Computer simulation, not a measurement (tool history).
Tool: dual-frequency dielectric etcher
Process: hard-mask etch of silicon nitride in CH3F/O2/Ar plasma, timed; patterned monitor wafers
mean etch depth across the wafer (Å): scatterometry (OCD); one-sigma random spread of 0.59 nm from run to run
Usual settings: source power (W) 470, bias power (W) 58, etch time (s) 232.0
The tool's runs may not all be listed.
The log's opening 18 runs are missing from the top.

run	hour	source power (W)	bias power (W)	etch time (s)	read-back reference wafer on the same gauge, depth_nm	mean etch depth across the wafer (Å)
# hour 1375.2: wet clean of the chamber
19	1395.6	570	47	197.0	165.3	1508
20	1496.2	390	70	253.5	164.9	1997
# hour 1629.2: upper electrode replaced
21	1629.7	380	49	232.0	165.2	1579
22	1702.5	570	69	232.0	165.3	2062
# hour 1718.0: bias power generator calibrated
23	1767.1	570	71	294.5	165.1	2642
24	1866.0	470	70	255.5	164.8	2143
# hour 1950.1: wet clean of the chamber
25	2033.4	470	58	232.0	165.0	1814
26	2081.8	470	58	232.0	165.0	1805
27	2151.1	580	49	162.5	165.0	1263
28	2293.9	390	64	203.0	164.9	1550
29	2384.5	380	45	165.5	164.9	1085
30	2440.6	470	58	232.0	165.2	1796

Predict each of these 3 candidate next runs independently; none follows another, all start after run 30:
A	2441.1	470	58	232.0	?	?
B	2441.1	530	58	260.0	?	?
C	2441.1	370	63	232.0	?	?

run	read-back reference wafer on the same gauge, depth_nm	mean etch depth across the wafer (Å)
A	165.2	1796
B	165.2	2096
C	165.2	1718
What these runs would have given with no unlogged condition in the tool:
run	mean etch depth across the wafer (Å)
A	1796
B	2096
C	1718
